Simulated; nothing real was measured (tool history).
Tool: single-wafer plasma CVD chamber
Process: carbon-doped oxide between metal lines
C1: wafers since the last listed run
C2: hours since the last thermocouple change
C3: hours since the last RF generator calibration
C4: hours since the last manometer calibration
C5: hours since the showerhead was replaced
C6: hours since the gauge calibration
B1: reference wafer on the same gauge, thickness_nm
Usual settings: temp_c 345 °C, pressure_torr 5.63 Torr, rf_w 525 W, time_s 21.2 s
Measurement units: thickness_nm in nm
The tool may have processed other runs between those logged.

{"run": 1, "hour": 0.0, "temp_c": 350, "pressure_torr": 6.33, "rf_w": 525, "time_s": 21.2, "C1": 0, "C2": 1026.8, "C3": 1214.0, "C4": 1904.0, "C5": 3708.5, "C6": 26.4, "B1": 105.976, "thickness_nm": 110.94}
{"run": 2, "hour": 49.4, "temp_c": 345, "pressure_torr": 5.63, "rf_w": 525, "time_s": 21.2, "C1": 639, "C2": 1076.2, "C3": 1263.4, "C4": 1953.4, "C5": 3757.9, "C6": 75.8, "B1": 106.041, "thickness_nm": 111.311}
{"run": 3, "hour": 60.9, "temp_c": 345, "pressure_torr": 5.63, "rf_w": 525, "time_s": 21.2, "C1": 148, "C2": 1087.7, "C3": 1274.9, "C4": 1964.9, "C5": 3769.4, "C6": 87.3, "B1": 106.023, "thickness_nm": 111.216}
{"run": 4, "hour": 76.2, "temp_c": 345, "pressure_torr": 5.63, "rf_w": 525, "time_s": 21.2, "C1": 198, "C2": 1103.0, "C3": 1290.2, "C4": 1980.2, "C5": 3784.7, "C6": 102.6, "B1": 105.991, "thickness_nm": 110.887}
{"hour": 89.5, "done": "capacitance manometer re-zeroed and calibrated"}
{"hour": 97.1, "done": "RF generator calibrated"}
{"run": 5, "hour": 97.6, "temp_c": 345, "pressure_torr": 5.63, "rf_w": 525, "time_s": 21.2, "C1": 75, "C2": 1124.4, "C3": 0.5, "C4": 8.1, "C5": 3806.1, "C6": 124.0, "B1": 105.997, "thickness_nm": 111.508}
{"run": 6, "hour": 135.6, "temp_c": 345, "pressure_torr": 5.63, "rf_w": 525, "time_s": 21.2, "C1": 492, "C2": 1162.4, "C3": 38.5, "C4": 46.1, "C5": 3844.1, "C6": 162.0, "B1": 106.017, "thickness_nm": 111.301}
{"run": 7, "hour": 144.3, "temp_c": 345, "pressure_torr": 5.63, "rf_w": 525, "time_s": 21.2, "C1": 112, "C2": 1171.1, "C3": 47.2, "C4": 54.8, "C5": 3852.8, "C6": 170.7, "B1": 105.982, "thickness_nm": 111.162}
{"run": 8, "hour": 155.8, "temp_c": 345, "pressure_torr": 5.63, "rf_w": 525, "time_s": 21.2, "C1": 148, "C2": 1182.6, "C3": 58.7, "C4": 66.3, "C5": 3864.3, "C6": 182.2, "B1": 106.025, "thickness_nm": 111.156}
{"run": 9, "hour": 165.3, "temp_c": 345, "pressure_torr": 5.63, "rf_w": 525, "time_s": 21.2, "C1": 123, "C2": 1192.1, "C3": 68.2, "C4": 75.8, "C5": 3873.8, "C6": 191.7, "B1": 106.006, "thickness_nm": 111.383}
{"run": 10, "hour": 176.7, "temp_c": 345, "pressure_torr": 5.63, "rf_w": 525, "time_s": 21.2, "C1": 147, "C2": 1203.5, "C3": 79.6, "C4": 87.2, "C5": 3885.2, "C6": 203.1, "B1": 106.008, "thickness_nm": 111.604}
{"hour": 192.0, "done": "thermocouple changed; heater temperature recalibrated"}
{"run": 11, "hour": 192.5, "temp_c": 334, "pressure_torr": 5.63, "rf_w": 525, "time_s": 21.2, "C1": 101, "C2": 0.5, "C3": 95.4, "C4": 103.0, "C5": 3901.0, "C6": 218.9, "B1": 105.998, "thickness_nm": 113.764}
{"run": 12, "hour": 198.8, "temp_c": 345, "pressure_torr": 5.2, "rf_w": 625, "time_s": 21.2, "C1": 81, "C2": 6.8, "C3": 101.7, "C4": 109.3, "C5": 3907.3, "C6": 225.2, "B1": 106.015, "thickness_nm": 114.62}
{"run": 13, "hour": 209.6, "temp_c": 334, "pressure_torr": 6.38, "rf_w": 475, "time_s": 21.2, "C1": 139, "C2": 17.6, "C3": 112.5, "C4": 120.1, "C5": 3918.1, "C6": 236.0, "B1": 105.952, "thickness_nm": 111.832}
{"run": 14, "hour": 219.3, "temp_c": 341, "pressure_torr": 6.52, "rf_w": 525, "time_s": 18.1, "C1": 125, "C2": 27.3, "C3": 122.2, "C4": 129.8, "C5": 3927.8, "C6": 245.7, "B1": 106.004, "thickness_nm": 96.66}
{"hour": 234.3, "done": "showerhead replaced, of another model than before"}
{"run": 15, "hour": 234.8, "temp_c": 345, "pressure_torr": 5.63, "rf_w": 605, "time_s": 17.1, "C1": 97, "C2": 42.8, "C3": 137.7, "C4": 145.3, "C5": 0.5, "C6": 261.2, "B1": 106.036, "thickness_nm": 91.019}
{"run": 16, "hour": 242.2, "temp_c": 345, "pressure_torr": 4.65, "rf_w": 600, "time_s": 21.2, "C1": 95, "C2": 50.2, "C3": 145.1, "C4": 152.7, "C5": 7.9, "C6": 268.6, "B1": 105.985, "thickness_nm": 107.788}
{"run": 17, "hour": 252.0, "temp_c": 345, "pressure_torr": 5.63, "rf_w": 525, "time_s": 21.2, "C1": 126, "C2": 60.0, "C3": 154.9, "C4": 162.5, "C5": 17.7, "C6": 278.4, "B1": 106.029, "thickness_nm": 109.099}
{"run": 18, "hour": 269.3, "temp_c": 345, "pressure_torr": 5.63, "rf_w": 525, "time_s": 21.2, "C1": 224, "C2": 77.3, "C3": 172.2, "C4": 179.8, "C5": 35.0, "C6": 295.7, "B1": 106.025, "thickness_nm": 109.349}
{"run": 19, "hour": 276.2, "temp_c": 345, "pressure_torr": 5.06, "rf_w": 525, "time_s": 21.2, "C1": 89, "C2": 84.2, "C3": 179.1, "C4": 186.7, "C5": 41.9, "C6": 302.6, "B1": 105.962, "thickness_nm": 106.791}
{"run": 20, "hour": 290.9, "temp_c": 345, "pressure_torr": 5.63, "rf_w": 525, "time_s": 22.3, "C1": 190, "C2": 98.9, "C3": 193.8, "C4": 201.4, "C5": 56.6, "C6": 317.3, "B1": 106.053, "thickness_nm": 115.131}
{"hour": 293.4, "done": "gauge calibrated"}
{"run": 21, "hour": 298.8, "temp_c": 345, "pressure_torr": 5.63, "rf_w": 525, "time_s": 21.2, "C1": 102, "C2": 106.8, "C3": 201.7, "C4": 209.3, "C5": 64.5, "C6": 5.4, "B1": 106.05, "thickness_nm": 109.213}
{"run": 22, "hour": 309.8, "temp_c": 345, "pressure_torr": 5.63, "rf_w": 470, "time_s": 23.8, "C1": 142, "C2": 117.8, "C3": 212.7, "C4": 220.3, "C5": 75.5, "C6": 16.4, "B1": 105.991, "thickness_nm": 120.336}
{"run": 23, "hour": 324.5, "temp_c": 345, "pressure_torr": 6.61, "rf_w": 525, "time_s": 18.8, "C1": 190, "C2": 132.5, "C3": 227.4, "C4": 235.0, "C5": 90.2, "C6": 31.1, "B1": 106.019, "thickness_nm": 99.402}
{"run": 24, "hour": 336.8, "temp_c": 345, "pressure_torr": 5.63, "rf_w": 525, "time_s": 21.2, "C1": 159, "C2": 144.8, "C3": 239.7, "C4": 247.3, "C5": 102.5, "C6": 43.4, "B1": 106.027, "thickness_nm": 109.572}
{"run": 25, "hour": 347.3, "temp_c": 345, "pressure_torr": 5.63, "rf_w": 560, "time_s": 19.8, "C1": 136, "C2": 155.3, "C3": 250.2, "C4": 257.8, "C5": 113.0, "C6": 53.9, "B1": 105.981, "thickness_nm": 104.068}

What does the tool deliver on the next run?
{"run": 26, "hour": 362.7, "temp_c": 359, "pressure_torr": 4.72, "rf_w": 440, "time_s": 21.2, "C1": 199, "C2": 170.7, "C3": 265.6, "C4": 273.2, "C5": 128.4, "C6": 69.3, "B1": "?", "thickness_nm": "?"}

{"run 26": {"B1": 106.031, "thickness_nm": 97.277}}
Take away the tool's hidden state, keep the run-to-run variation as it was, and the same run would have given thickness_nm 97.156 nm.

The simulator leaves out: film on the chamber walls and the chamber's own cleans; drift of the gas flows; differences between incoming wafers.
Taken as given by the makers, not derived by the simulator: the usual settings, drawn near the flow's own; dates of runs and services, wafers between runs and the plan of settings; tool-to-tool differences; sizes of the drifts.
